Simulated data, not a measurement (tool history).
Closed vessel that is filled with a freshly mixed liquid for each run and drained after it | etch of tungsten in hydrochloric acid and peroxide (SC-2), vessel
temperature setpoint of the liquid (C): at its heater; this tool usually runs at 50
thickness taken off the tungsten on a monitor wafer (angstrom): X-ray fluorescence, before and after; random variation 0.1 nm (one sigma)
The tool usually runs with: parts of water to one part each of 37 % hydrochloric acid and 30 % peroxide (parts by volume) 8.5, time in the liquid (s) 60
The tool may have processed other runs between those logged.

run,day,temperature setpoint of the liquid (C),parts of water to one part each of 37 % hydrochloric acid and 30 % peroxide (parts by volume),time in the liquid (s),"read-back film thickness of the tungsten reference wafer, read on the same gauge (nm)",thickness taken off the tungsten on a monitor wafer (angstrom)
1,0,50,8.5,60,89.98,138.6
2,1.179,50,8.5,60,90.01,141.8
3,2.012,50,8.5,60,90.02,139.9
4,3.4,50,8.5,60,89.96,140.8
5,4.725,57,6.5,60,90.05,273.1
6,5.762,57,6.5,60,90,277.6
7,7.079,57,6.5,60,90,279.8
8,7.646,50,8.5,60,89.98,144.7
9,9.083,50,8.5,60,89.99,142.6
10,9.892,50,8.5,60,90.02,143.9
11,10.725,50,8.5,60,90,143.9
# day 11.396: thermometer replaced
12,12.204,50,8.5,60,89.99,124
13,13.058,50,8.5,60,89.98,120.5
14,13.758,50,8.5,60,89.93,122.3
15,14.646,50,8.5,60,89.98,124.6
16,15.896,50,8.5,60,90.04,125.4
17,16.488,50,8.5,60,90.03,124.3
18,17.279,50,5.5,35,90.01,101.8
# day 18.175: new drum of peroxide connected
# day 18.338: chemicals flow meter replaced
19,18.683,46,12,90,89.98,107
20,19.246,50,8.5,60,90.03,125.2
21,20.088,50,8.5,80,90.02,166.5
# day 20.275: gauge calibrated
22,21.383,50,11.5,60,90.02,98.5
23,22.046,53.5,8.5,95,90.03,252.7
24,22.696,41.5,12.5,60,89.94,51.5
25,24.008,50,5.5,60,89.99,178.5
26,25.083,50,8.5,60,90.01,126.9
27,26.133,50,12.5,75,90.01,114.4
28,26.838,50,8.5,60,90.06,127.7

Predict each of these 4 candidate next runs independently; none follows another, all start after run 28:
A,26.867,60,8.5,60,?,?
B,26.867,58.5,6.5,60,?,?
C,26.867,55,7,60,?,?
D,26.867,40.5,9.5,35,?,?

run,"read-back film thickness of the tungsten reference wafer, read on the same gauge (nm)",thickness taken off the tungsten on a monitor wafer (angstrom)
A,90,242
B,90,272.2
C,90,205.7
D,90,35.4
Had the tool no hidden state, the same runs would have come out as:
run,thickness taken off the tungsten on a monitor wafer (angstrom)
A,228.3
B,256.6
C,193.8
D,33.2
